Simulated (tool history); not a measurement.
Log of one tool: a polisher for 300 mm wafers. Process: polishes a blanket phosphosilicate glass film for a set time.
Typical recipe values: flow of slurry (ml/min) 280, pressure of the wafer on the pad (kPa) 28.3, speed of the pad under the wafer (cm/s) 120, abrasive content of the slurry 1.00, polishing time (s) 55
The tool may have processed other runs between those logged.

run	hour	flow of slurry (ml/min)	pressure of the wafer on the pad (kPa)	speed of the pad under the wafer (cm/s)	abrasive content of the slurry	polishing time (s)	incoming thickness of the incoming film, nm	film removed (angstrom)
1	0.0	280	28.3	120	1.00	55	1977.2	8394
# hour 10.4: worn pad replaced by a new one
2	22.8	280	28.3	120	1.00	55	2026.1	8587
# hour 52.7: slurry blender recalibrated
3	53.9	220	28.3	120	1.00	55	2032.4	8326
4	69.9	220	28.3	120	1.00	55	1998.9	8353
5	94.1	220	28.3	120	1.00	55	2012.8	8189
6	119.4	280	28.3	120	1.00	55	1988.0	8376
# hour 145.5: worn pad replaced by a new one
7	154.6	280	28.3	120	1.00	55	2013.4	7717
# hour 160.6: slurry blender recalibrated
8	169.2	280	28.3	120	1.00	55	1946.2	7913
# hour 192.0: slurry nozzle cleaned
9	195.7	280	28.3	120	1.00	55	1986.5	7669
# hour 273.1: conditioning disc replaced and pad reconditioned
# hour 282.1: head pressure recalibrated
# hour 282.7: slurry blender recalibrated
# hour 285.3: worn pad replaced by a new one, repeated, since the last time left the tool worse
10	289.7	280	28.3	120	1.00	55	2015.7	8704
11	306.0	280	28.3	92	0.85	55	2030.3	6348
12	324.4	280	28.3	88	1.00	71	2035.2	8490
# hour 412.7: slurry blender recalibrated
# hour 418.3: worn pad replaced by a new one
13	432.2	280	22.8	136	1.15	55	1981.5	8393
14	447.3	280	28.3	158	1.00	55	1981.2	10640
15	471.4	280	28.3	160	1.00	39	1971.1	7657
16	504.3	280	28.3	120	1.25	38	1972.0	6491
# hour 515.1: slurry nozzle cleaned
17	539.2	280	28.3	120	1.00	55	2002.2	8106
# hour 548.3: slurry blender recalibrated
# hour 553.9: worn pad replaced by a new one
18	560.8	280	28.3	120	1.15	55	1961.2	9294
19	573.7	240	28.3	84	1.20	55	2001.8	6971
20	600.4	280	28.3	120	1.00	55	1970.8	8571

Selected run-to-run steps in film removed (angstrom), each split into two signed amounts: the part the tool would show with no hidden state at all (from settings, incoming material and random variation), and the remainder, which goes to the hidden state together with any gauge scatter not common to the measured and the hidden-state-free results:
Hidden state present: removal rate lost through wear of the pad, %; slurry flow missing at the pad, %; deviation of the head's pressure from its setpoint, %; abrasive missing from the slurry, %; time polished since the conditioner stopped cutting, s.
Run 6 -> 7: worn pad replaced by a new one. film removed (angstrom) -659: hidden state -476, all else -183.
Run 9 -> 10: conditioning disc replaced and pad reconditioned, head pressure recalibrated, slurry blender recalibrated, worn pad replaced by a new one, repeated, since the last time left the tool worse. film removed (angstrom) +1035: hidden state +874, all else +161.
Run 10 -> 11: speed of the pad under the wafer (cm/s) 120 -> 92, abrasive content of the slurry 1.00 -> 0.85. film removed (angstrom) -2356: hidden state +6, all else -2362.
Run 14 -> 15: speed of the pad under the wafer (cm/s) 158 -> 160, polishing time (s) 55 -> 39. film removed (angstrom) -2983: hidden state -23, all else -2960.
